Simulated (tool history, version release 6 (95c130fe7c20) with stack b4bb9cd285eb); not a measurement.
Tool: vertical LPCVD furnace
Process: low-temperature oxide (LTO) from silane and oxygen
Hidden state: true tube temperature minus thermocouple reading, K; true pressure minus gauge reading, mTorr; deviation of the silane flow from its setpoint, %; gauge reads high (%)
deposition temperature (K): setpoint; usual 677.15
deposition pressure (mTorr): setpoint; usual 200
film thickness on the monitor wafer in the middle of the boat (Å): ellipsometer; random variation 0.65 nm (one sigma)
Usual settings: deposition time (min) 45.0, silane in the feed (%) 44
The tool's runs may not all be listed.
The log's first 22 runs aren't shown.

run   hour  deposition temperature (K)  deposition pressure (mTorr)  deposition time (min)  silane in the feed (%)  wafers since the last listed run  hours since the last temperature calibration  hours since the pressure gauge was zeroed  hours since the silane flow controller was replaced  hours since the gauge calibration  read-back reference wafer on the same gauge, thickness  film thickness on the monitor wafer in the middle of the boat (Å)
 23  274.5                      677.15                          180                   36.5                      44                               171                                          63.5                                      249.7                                                 34.8                              149.5                                                  440.79                                                             3187.5
 24  290.3                      673.15                          245                   32.0                      44                               229                                          79.3                                      265.5                                                 50.6                              165.3                                                  441.18                                                             3630.6
 25  305.7                      686.15                          175                   45.0                      35                               224                                          94.7                                      280.9                                                 66.0                              180.7                                                  441.04                                                             3215.9
 26  314.0                      677.15                          200                   30.5                      50                               120                                         103.0                                      289.2                                                 74.3                              189.0                                                  440.85                                                             3325.8
 27  320.5                      687.15                          200                   39.0                      44                                94                                         109.5                                      295.7                                                 80.8                              195.5                                                  441.14                                                             4206.3
 28  332.1                      677.15                          200                   45.0                      44                               168                                         121.1                                      307.3                                                 92.4                              207.1                                                  440.79                                                             4369.0
 29  341.2                      677.15                          200                   45.0                      44                               132                                         130.2                                      316.4                                                101.5                              216.2                                                  441.38                                                             4350.9
 30  352.7                      683.15                          200                   45.0                      38                               167                                         141.7                                      327.9                                                113.0                              227.7                                                  440.74                                                             3940.5
 31  370.2                      677.15                          250                   54.5                      47                               254                                         159.2                                      345.4                                                130.5                              245.2                                                  440.76                                                             7031.9

Forecast each of these 4 alternatives for the next run:
  A  374.3                      677.15                          200                   45.0                      44                                59                                         163.3                                      349.5                                                134.6                              249.3                                                       ?                                                                  ?
  B  374.3                      669.15                          200                   45.0                      44                                59                                         163.3                                      349.5                                                134.6                              249.3                                                       ?                                                                  ?
  C  374.3                      677.15                          155                   45.0                      44                                59                                         163.3                                      349.5                                                134.6                              249.3                                                       ?                                                                  ?
  D  374.3                      667.15                          240                   52.0                      44                                59                                         163.3                                      349.5                                                134.6                              249.3                                                       ?                                                                  ?

run  read-back reference wafer on the same gauge, thickness  film thickness on the monitor wafer in the middle of the boat (Å)
  A                                                  441.14                                                             4364.7
  B                                                  441.14                                                             4007.4
  C                                                  441.14                                                             3391.2
  D                                                  441.14                                                             5429.3
Without the tool's hidden state the same runs would have given:
run  film thickness on the monitor wafer in the middle of the boat (Å)
  A                                                             4314.0
  B                                                             3960.4
  C                                                             3343.3
  D                                                             5373.3
